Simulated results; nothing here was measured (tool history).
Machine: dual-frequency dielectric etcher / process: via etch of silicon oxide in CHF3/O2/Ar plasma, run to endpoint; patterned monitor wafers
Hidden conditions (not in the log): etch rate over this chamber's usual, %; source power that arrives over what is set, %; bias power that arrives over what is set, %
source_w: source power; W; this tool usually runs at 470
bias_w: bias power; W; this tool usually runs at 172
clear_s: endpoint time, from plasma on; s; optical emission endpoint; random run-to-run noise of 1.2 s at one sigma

run   hour  source_w  bias_w  wafers since the last listed run  hours since the last wet clean  hours since the last source power generator calibration  hours since the last bias power generator calibration  hours since the last upper electrode change  incoming incoming film thickness, nm  clear_s
  1    0.0       550     172                                 0                           257.0                                                   4811.8                                                 4837.6                                       4811.9                                 461.6    218.1
  2   14.1       420     199                                42                           271.1                                                   4825.9                                                 4851.7                                       4826.0                                 459.4    235.2
  3   36.1       420     199                                66                           293.1                                                   4847.9                                                 4873.7                                       4848.0                                 453.1    230.3
  4   52.0       420     199                                48                           309.0                                                   4863.8                                                 4889.6                                       4863.9                                 454.5    231.0
  5   73.0       440     192                                63                           330.0                                                   4884.8                                                 4910.6                                       4884.9                                 460.3    233.4
  6  106.9       470     172                               103                           363.9                                                   4918.7                                                 4944.5                                       4918.8                                 461.3    232.6
  7  120.6       470     172                                41                           377.6                                                   4932.4                                                 4958.2                                       4932.5                                 456.5    231.1
     128.2  -- source power generator calibrated
  8  155.5       430     136                                94                           412.5                                                     27.3                                                 4993.1                                       4967.4                                 458.7    263.9

Estimate the outcome of run 9 from the log above:
     215.6  -- bias power generator calibrated
     219.2  -- wet clean of the chamber
     222.8  -- upper electrode replaced
  9  233.8       530     136                               204                            14.6                                                    105.6                                                   18.2                                         11.0                                 459.9        ?

For run 9 the tool returned clear_s 250.5 s.
Were there no unlogged condition in the tool, this run, its random variation unchanged, would have produced clear_s 249.2 s.

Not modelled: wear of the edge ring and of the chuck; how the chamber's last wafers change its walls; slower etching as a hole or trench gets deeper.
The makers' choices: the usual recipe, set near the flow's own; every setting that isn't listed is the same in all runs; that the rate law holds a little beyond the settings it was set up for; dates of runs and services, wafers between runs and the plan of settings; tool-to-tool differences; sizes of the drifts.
